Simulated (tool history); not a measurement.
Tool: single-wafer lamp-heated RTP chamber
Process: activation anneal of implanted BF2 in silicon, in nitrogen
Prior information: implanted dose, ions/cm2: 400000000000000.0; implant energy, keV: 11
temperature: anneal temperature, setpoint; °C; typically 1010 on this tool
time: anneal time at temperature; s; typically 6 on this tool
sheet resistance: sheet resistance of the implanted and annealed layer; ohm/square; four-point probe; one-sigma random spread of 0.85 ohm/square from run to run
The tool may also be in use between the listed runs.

| run | day | temperature | time | read-back reference wafer on the same gauge, sheet resistance | sheet resistance |
|---|---|---|---|---|---|
| 1 | 0 | 1010 | 6 | 342.99 | 364.08 |
| 2 | 2.825 | 1010 | 6 | 343.01 | 365.19 |
| 3 | 4.779 | 1010 | 6 | 343.39 | 363 |
|  | 5.608 | reflector plate cleaned |
| 4 | 8.8 | 1010 | 5 | 342.68 | 369.33 |
| 5 | 11.158 | 1010 | 6 | 343.02 | 362.62 |
| 6 | 13.5 | 1010 | 6 | 343.19 | 365.05 |
| 7 | 17.888 | 1010 | 6 | 342.95 | 364.47 |
|  | 18.375 | gauge calibrated |
| 8 | 20.858 | 1010 | 6 | 343.06 | 363.72 |
|  | 32.942 | pyrometer window cleaned and pyrometer calibrated |
| 9 | 33.338 | 997 | 6 | 343.12 | 379.75 |
| 10 | 36.042 | 997 | 6 | 343.21 | 380.46 |
| 11 | 37.679 | 986 | 3 | 343.06 | 412.72 |
| 12 | 39.821 | 1010 | 6 | 343.08 | 364.27 |
|  | 41.292 | reflector plate cleaned |
| 13 | 44.308 | 1010 | 6 | 342.88 | 365.46 |
| 14 | 46.721 | 1010 | 8 | 342.72 | 356.91 |
| 15 | 49.167 | 1039 | 6 | 343.25 | 343.21 |
| 16 | 51.817 | 1010 | 6 | 342.99 | 366.36 |
| 17 | 54.2 | 1010 | 6 | 342.81 | 364.2 |
| 18 | 57.154 | 996 | 8 | 342.96 | 371.93 |
| 19 | 60.812 | 1010 | 6 | 342.93 | 364.86 |
| 20 | 62.708 | 1028 | 5 | 342.81 | 352.23 |
| 21 | 65.15 | 1034 | 9 | 342.97 | 338.94 |
| 22 | 67.196 | 996 | 8 | 343.04 | 372.02 |
|  | 68.379 | pyrometer window cleaned and pyrometer calibrated |
| 23 | 68.908 | 1028 | 5 | 343.07 | 353.76 |
|  | 72.767 | reflector plate cleaned |
| 24 | 73.233 | 998 | 6 | 343.23 | 378.19 |
| 25 | 76.475 | 1010 | 6 | 343.22 | 364.36 |

Estimate the outcome of run 26 from the log above:
| 26 | 78.825 | 994 | 7 | ? | ? |

For run 26 the tool returned read-back reference wafer on the same gauge, sheet resistance 343.34, sheet resistance 380.57 ohm/square.
On a tool with no hidden condition, and with the same random variation, this run would have come out at sheet resistance 380.57 ohm/square.
